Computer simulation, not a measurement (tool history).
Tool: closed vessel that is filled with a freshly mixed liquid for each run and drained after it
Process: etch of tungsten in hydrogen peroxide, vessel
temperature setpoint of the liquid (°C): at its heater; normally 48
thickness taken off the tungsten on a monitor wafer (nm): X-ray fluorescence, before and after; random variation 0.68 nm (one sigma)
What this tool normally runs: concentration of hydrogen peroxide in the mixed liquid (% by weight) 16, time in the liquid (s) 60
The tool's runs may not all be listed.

run	hour	temperature setpoint of the liquid (°C)	concentration of hydrogen peroxide in the mixed liquid (% by weight)	time in the liquid (s)	wafers since the last listed run	hours since the thermometer was replaced	hours since the peroxide flow meter was replaced	hours since the drum of peroxide was connected	hours since the gauge calibration	read-back film thickness of the tungsten reference wafer, read on the same gauge (nm)	thickness taken off the tungsten on a monitor wafer (nm)
1	0	48	16	60	0	2505.9	2244.7	1284.9	80.1	29.97	113.06
2	29	48	16	75	2625	2534.9	2273.7	1313.9	109.1	30.01	141.39
3	54.8	48	16	60	2336	2560.7	2299.5	1339.7	134.9	30.03	111.38
4	90.3	48	16	60	3214	2596.2	2335	1375.2	170.4	29.97	111.9
5	115.6	48	16	80	2290	2621.5	2360.3	1400.5	195.7	30.02	148.7
6	142.9	48	16	80	2471	2648.8	2387.6	1427.8	223	30.04	151.42
# hour 151.6: peroxide flow meter replaced
7	157.4	48	16	60	1222	2663.3	5.8	1442.3	237.5	30.01	112.22
# hour 170.6: new drum of peroxide connected
8	187.7	48	16	60	2652	2693.6	36.1	17.1	267.8	29.99	110.71
# hour 192.5: thermometer replaced
9	208.7	48	16	60	1810	16.2	57.1	38.1	288.8	29.98	129.3
# hour 221.5: gauge calibrated
10	228.9	48	16	60	1828	36.4	77.3	58.3	7.4	29.98	129.11
11	262.1	52.5	18.5	80	3006	69.6	110.5	91.5	40.6	30.01	243.99
12	280.2	48	16	60	1638	87.7	128.6	109.6	58.7	29.97	128.86
13	309.8	48	16	60	2680	117.3	158.2	139.2	88.3	30	129.23
14	329.4	48	20.5	60	1774	136.9	177.8	158.8	107.9	29.99	145.99
15	349.3	48	16	30	1801	156.8	197.7	178.7	127.8	29.98	64.86
16	377.8	48	19	60	2580	185.3	226.2	207.2	156.3	30.04	139.96
17	410	48	16	85	2915	217.5	258.4	239.4	188.5	30.03	180.85
18	443.4	54.5	12	30	3024	250.9	291.8	272.8	221.9	29.99	81.65
19	471	41.5	16	85	2499	278.5	319.4	300.4	249.5	30	120.2
20	490	48	18.5	60	1720	297.5	338.4	319.4	268.5	30	137.45

What the log doesn't show, run by run:
peroxide flow above the setpoint (%): 0, the same for each run
peroxide weaker than its label (%): 0, the same for each run
gauge reads high (%): 0, the same for each run
H1: liquid colder than its thermometer reads (K)
run	H1
1	2.26
2	2.29
3	2.31
4	2.34
5	2.36
6	2.38
7	2.4
8	2.42
9	0.056
10	0.0732
11	0.101
12	0.117
13	0.142
14	0.159
15	0.176
16	0.2
17	0.228
18	0.256
19	0.28
20	0.296

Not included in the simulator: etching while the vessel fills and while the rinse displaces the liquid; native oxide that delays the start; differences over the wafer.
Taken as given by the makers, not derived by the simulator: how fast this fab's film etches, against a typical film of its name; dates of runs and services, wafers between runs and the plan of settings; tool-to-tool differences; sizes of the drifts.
